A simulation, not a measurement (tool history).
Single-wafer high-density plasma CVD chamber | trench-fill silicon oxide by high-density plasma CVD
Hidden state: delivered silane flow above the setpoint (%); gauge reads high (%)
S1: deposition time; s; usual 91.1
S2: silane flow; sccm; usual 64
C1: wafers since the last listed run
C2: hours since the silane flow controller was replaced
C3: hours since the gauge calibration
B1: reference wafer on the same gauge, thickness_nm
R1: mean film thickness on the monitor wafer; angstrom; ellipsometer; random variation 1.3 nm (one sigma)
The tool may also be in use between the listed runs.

run	hour	S1	S2	C1	C2	C3	B1	R1
1	0	76.7	64	0	1799.5	253.6	628.889	4472.82
2	99.2	78.1	60	901	1898.7	352.8	629.249	4264.47
3	156.5	91.1	73	520	1956	410.1	628.703	6064.59
4	240.4	91.1	74	762	2039.9	494	629.066	6150.22
5	300.7	91.1	74	548	2100.2	554.3	629.641	6149.32
6	387.1	91.1	64	785	2186.6	640.7	629.411	5313.37
7	467.1	91.1	64	727	2266.6	720.7	629.563	5312.47
8	528	95.6	64	553	2327.5	781.6	628.617	5580.98
9	634.6	91.1	64	968	2434.1	888.2	628.98	5313.86
10	705.9	91.1	64	647	2505.4	959.5	628.881	5328.16
11	791.5	91.1	64	777	2591	1045.1	629.289	5329.16
12	831.6	91.1	55	364	2631.1	1085.2	629.043	4576.59
13	873.5	91.1	55	380	2673	1127.1	628.28	4581.42
14	949	101.2	68	686	2748.5	1202.6	629.279	6271.88
15	1014.1	78.7	70	591	2813.6	1267.7	629.266	5022.72
# hour 1071.4: silane flow controller replaced
16	1079.2	85.1	71	518	7.8	1332.8	628.899	5501.41
# hour 1130: gauge calibrated
17	1177.1	105.4	73	889	105.7	47.1	629.216	7052.84
18	1217.2	99.5	70	364	145.8	87.2	628.352	6364.59
19	1294.8	91.1	64	705	223.4	164.8	629.446	5348.64
20	1380.2	109.1	59	776	308.8	250.2	629.594	5865.94
21	1479.6	103.6	70	903	408.2	349.6	628.218	6623.07
22	1541.4	91.1	64	561	470	411.4	628.867	5327.77
23	1612.4	91.1	64	645	541	482.4	629.358	5317.41
24	1662.1	84.5	77	451	590.7	532.1	628.924	5931.29
25	1711.8	91.1	76	451	640.4	581.8	628.251	6306.69
26	1761.7	78.7	71	453	690.3	631.7	629.077	5123.87

Forecast each of these 3 alternatives for the next run:
A	1762.1	91.1	60	3	690.7	632.1	?	?
B	1762.1	91.1	53	3	690.7	632.1	?	?
C	1762.1	79.2	68	3	690.7	632.1	?	?

run	B1	R1
A	628.866	4989.32
B	628.866	4407.23
C	628.866	4915.93
Without the tool's hidden state the same runs would have given:
run	R1
A	4989.32
B	4407.23
C	4915.93
